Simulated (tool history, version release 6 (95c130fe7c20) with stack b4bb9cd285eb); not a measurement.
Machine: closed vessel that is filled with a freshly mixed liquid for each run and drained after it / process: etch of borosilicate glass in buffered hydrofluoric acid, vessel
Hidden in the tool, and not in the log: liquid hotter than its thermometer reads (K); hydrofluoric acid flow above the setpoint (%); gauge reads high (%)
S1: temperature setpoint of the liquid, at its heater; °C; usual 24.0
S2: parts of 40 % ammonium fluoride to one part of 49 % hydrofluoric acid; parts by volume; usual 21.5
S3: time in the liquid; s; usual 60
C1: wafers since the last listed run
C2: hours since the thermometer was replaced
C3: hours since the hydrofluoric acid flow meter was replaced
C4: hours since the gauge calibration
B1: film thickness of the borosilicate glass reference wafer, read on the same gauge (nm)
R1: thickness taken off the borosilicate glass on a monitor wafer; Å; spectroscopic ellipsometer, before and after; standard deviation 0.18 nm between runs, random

| run | hour | S1 | S2 | S3 | C1 | C2 | C3 | C4 | B1 | R1 |
|---|---|---|---|---|---|---|---|---|---|---|
| 1 | 0.0 | 24.0 | 23.0 | 60 | 0 | 852.4 | 552.2 | 369.4 | 70.50 | 326.7 |
| 2 | 45.4 | 24.0 | 23.0 | 60 | 5789 | 897.8 | 597.6 | 414.8 | 70.55 | 324.3 |
| 3 | 76.8 | 24.0 | 21.5 | 60 | 4004 | 929.2 | 629.0 | 446.2 | 70.57 | 341.7 |
| 4 | 122.4 | 22.0 | 21.5 | 60 | 5815 | 974.8 | 674.6 | 491.8 | 70.68 | 302.6 |
| 5 | 151.9 | 22.0 | 21.5 | 60 | 3762 | 1004.3 | 704.1 | 521.3 | 70.75 | 307.3 |
| 6 | 202.7 | 24.0 | 21.5 | 60 | 6478 | 1055.1 | 754.9 | 572.1 | 70.81 | 343.4 |
| 7 | 237.0 | 24.0 | 21.5 | 60 | 4374 | 1089.4 | 789.2 | 606.4 | 70.85 | 343.5 |
| 8 | 285.1 | 24.0 | 21.5 | 60 | 6134 | 1137.5 | 837.3 | 654.5 | 70.91 | 339.4 |
| 9 | 329.2 | 24.0 | 16.5 | 60 | 5624 | 1181.6 | 881.4 | 698.6 | 70.95 | 436.5 |
| 10 | 428.0 | 24.0 | 16.5 | 60 | 12599 | 1280.4 | 980.2 | 797.4 | 71.09 | 436.7 |
| 11 | 475.4 | 24.0 | 16.5 | 60 | 6044 | 1327.8 | 1027.6 | 844.8 | 71.20 | 435.4 |
| 12 | 500.0 | 24.0 | 21.5 | 60 | 3137 | 1352.4 | 1052.2 | 869.4 | 71.21 | 342.3 |
| 13 | 564.7 | 28.0 | 21.5 | 40 | 8251 | 1417.1 | 1116.9 | 934.1 | 71.37 | 283.4 |
|  | 602.1 | gauge calibrated |
| 14 | 612.9 | 27.5 | 21.5 | 60 | 6146 | 1465.3 | 1165.1 | 10.8 | 69.92 | 404.6 |
| 15 | 644.0 | 24.0 | 21.5 | 60 | 3966 | 1496.4 | 1196.2 | 41.9 | 69.98 | 337.6 |
|  | 660.0 | hydrofluoric acid flow meter replaced |
|  | 682.0 | thermometer replaced |
| 16 | 710.1 | 28.0 | 14.5 | 60 | 8174 | 28.1 | 50.1 | 108.0 | 70.10 | 607.4 |

Run 17 comes next. What will it give?
| 17 | 769.0 | 22.0 | 21.5 | 85 | 7511 | 87.0 | 109.0 | 166.9 | ? | ? |

B1: 70.19
R1: 428.6 Å
Were there no unlogged condition in the tool, this run, its random variation unchanged, would have produced R1 427.6 Å.

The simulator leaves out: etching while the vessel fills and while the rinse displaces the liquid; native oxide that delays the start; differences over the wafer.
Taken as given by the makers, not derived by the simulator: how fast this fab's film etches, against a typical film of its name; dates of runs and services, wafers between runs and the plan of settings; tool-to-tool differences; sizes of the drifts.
